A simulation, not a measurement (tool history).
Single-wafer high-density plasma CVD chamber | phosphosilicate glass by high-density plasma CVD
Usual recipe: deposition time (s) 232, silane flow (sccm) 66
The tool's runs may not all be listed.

run	hour	deposition time (s)	silane flow (sccm)	wafers since the last listed run	hours since the silane flow controller was replaced	hours since the gauge calibration	read-back reference wafer on the same gauge, thickness_nm	mean film thickness on the monitor wafer (Å)
1	0.0	232	66	0	4997.6	33.9	1588.735	16121.71
2	13.9	232	66	114	5011.5	47.8	1592.134	16104.86
3	32.2	232	63	150	5029.8	66.1	1589.787	15387.38
4	60.8	232	63	235	5058.4	94.7	1590.614	15467.31
5	73.6	232	66	105	5071.2	107.5	1588.127	16139.10
6	172.7	232	66	816	5170.3	206.6	1588.564	16207.23
7	189.6	232	66	139	5187.2	223.5	1590.588	16119.68
# hour 203.3: gauge calibrated
8	209.5	232	77	164	5207.1	6.2	1589.964	18839.59
# hour 223.9: silane flow controller replaced
9	232.9	271	59	126	9.0	29.6	1590.561	16914.32
10	251.8	208	70	155	27.9	48.5	1590.253	15376.69
11	265.5	248	73	112	41.6	62.2	1589.664	18988.47
12	293.1	232	56	227	69.2	89.8	1589.645	13677.74
13	314.2	205	62	173	90.3	110.9	1589.555	13363.61
14	344.0	232	66	245	120.1	140.7	1589.240	16100.01

Run-by-run hidden state of the tool:
delivered silane flow above the setpoint (%): 0 across all the runs
gauge reads high (%): 0 across all the runs
